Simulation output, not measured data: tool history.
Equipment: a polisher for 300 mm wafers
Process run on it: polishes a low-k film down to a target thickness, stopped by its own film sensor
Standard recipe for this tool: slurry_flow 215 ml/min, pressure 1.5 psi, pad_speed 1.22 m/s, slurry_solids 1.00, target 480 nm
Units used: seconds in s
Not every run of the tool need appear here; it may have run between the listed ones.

run     day  slurry_flow  pressure  pad_speed  slurry_solids  target  wafers since the last listed run  wafers polished on this pad  hours since the slurry nozzle was cleaned  hours since the head pressure was calibrated  hours since the slurry blender was calibrated  hours since the conditioning disc was replaced  incoming thickness of the incoming film, nm  seconds
  1   0.000          215       1.5       1.22           1.00     480                                 0                         1121                                      572.1                                         324.5                                          197.0                                           215.5                                        534.0    136.9
      0.429  -- worn pad replaced by a new one
  2   0.858          215       1.5       1.22           1.00     480                               107                           66                                      592.7                                         345.1                                          217.6                                           236.1                                        538.5    127.7
  3   1.638          215       1.5       1.22           1.00     480                               121                          187                                      611.4                                         363.8                                          236.3                                           254.8                                        538.7    129.6
  4   2.504          215       1.5       1.22           1.00     480                               134                          322                                      632.2                                         384.6                                          257.1                                           275.6                                        537.7    128.6
  5   3.162          215       1.5       1.22           1.00     480                               102                          424                                      648.0                                         400.4                                          272.9                                           291.4                                        545.0    151.3
  6   4.229          215       1.5       1.22           1.00     480                               165                          590                                      673.6                                         426.0                                          298.5                                           317.0                                        543.8    151.2
      6.996  -- worn pad replaced by a new one
  7   7.621          215       1.5       1.22           1.00     480                               501                           97                                      755.0                                         507.4                                          379.9                                           398.4                                        545.0    146.9
  8   8.146          215       1.5       1.22           1.00     480                                81                          178                                      767.6                                         520.0                                          392.5                                           411.0                                        549.0    158.9
      9.192  -- slurry nozzle cleaned
  9   9.379          215       1.5       1.22           1.00     480                               185                          363                                        4.5                                         549.6                                          422.1                                           440.6                                        538.9    137.0
      9.842  -- conditioning disc replaced and pad reconditioned
 10  10.583          165       1.5       1.22           1.10     480                               174                          538                                       33.4                                         578.5                                          451.0                                            17.8                                        534.3    127.4
 11  11.729          165       1.5       1.22           1.10     480                               178                          716                                       60.9                                         606.0                                          478.5                                            45.3                                        538.5    140.5
     12.104  -- slurry blender recalibrated
 12  12.479          215       1.5       1.22           1.00     491                               103                          819                                       78.9                                         624.0                                            9.0                                            63.3                                        542.6    134.1
 13  13.121          190       1.8       1.44           1.00     480                                99                          919                                       94.3                                         639.4                                           24.4                                            78.7                                        537.9    113.7
     13.379  -- worn pad replaced by a new one
 14  13.696          215       1.5       1.22           1.30     480                                63                           49                                      108.1                                         653.2                                           38.2                                            92.5                                        543.0    127.5
 15  14.408          180       1.5       1.22           1.00     493                               110                          160                                      125.2                                         670.3                                           55.3                                           109.6                                        533.5     96.2
 16  16.212          185       1.8       1.22           1.25     493                               280                          440                                      168.5                                         713.6                                           98.6                                           152.9                                        534.7     78.3
 17  16.829          215       1.5       1.22           1.00     480                                95                          536                                      183.3                                         728.4                                          113.4                                           167.7                                        541.0    148.7
 18  17.871          215       1.5       1.22           1.00     480                               161                          698                                      208.3                                         753.4                                          138.4                                           192.7                                        543.7    156.1
     18.662  -- head pressure recalibrated
 19  18.900          215       1.5       1.22           1.00     480                               146                          844                                      233.0                                           5.7                                          163.1                                           217.4                                        541.2    146.7
 20  20.142          215       1.2       1.42           0.80     472                               192                         1037                                      262.8                                          35.5                                          192.9                                           247.2                                        533.7    186.6
     21.000  -- worn pad replaced by a new one
 21  21.454          215       1.5       1.22           1.00     491                               178                           70                                      294.3                                          67.0                                          224.4                                           278.7                                        540.0    108.7
 22  22.871          215       1.5       1.22           1.00     480                               220                          290                                      328.3                                         101.0                                          258.4                                           312.7                                        538.9    134.1
 23  23.629          215       1.5       1.38           1.00     480                               117                          408                                      346.5                                         119.2                                          276.6                                           330.9                                        550.4    144.7
 24  24.567          215       1.5       1.22           1.00     480                               145                          554                                      369.0                                         141.7                                          299.1                                           353.4                                        540.7    144.0
 25  25.158          260       1.5       1.22           1.00     480                                91                          646                                      383.2                                         155.9                                          313.3                                           367.6                                        540.6    139.7

Predict each of these 5 candidate next runs independently; none follows another, all start after run 25:
  A  25.179          215       1.5       1.22           0.85     480                                 3                          649                                      383.7                                         156.4                                          313.8                                           368.1                                        529.0        ?
  B  25.179          155       1.5       1.48           1.00     480                                 3                          649                                      383.7                                         156.4                                          313.8                                           368.1                                        529.0        ?
  C  25.179          215       1.8       1.22           1.00     501                                 3                          649                                      383.7                                         156.4                                          313.8                                           368.1                                        529.0        ?
  D  25.179          215       1.3       1.22           1.00     494                                 3                          649                                      383.7                                         156.4                                          313.8                                           368.1                                        529.0        ?
  E  25.179          215       1.2       1.56           1.00     480                                 3                          649                                      383.7                                         156.4                                          313.8                                           368.1                                        529.0        ?

run  seconds
  A    130.8
  B    103.6
  C     57.3
  D     95.3
  E    117.4
Without the tool's unlogged condition, the same runs would have read:
run  seconds
  A    116.6
  B     92.3
  C     51.0
  D     84.9
  E    104.5
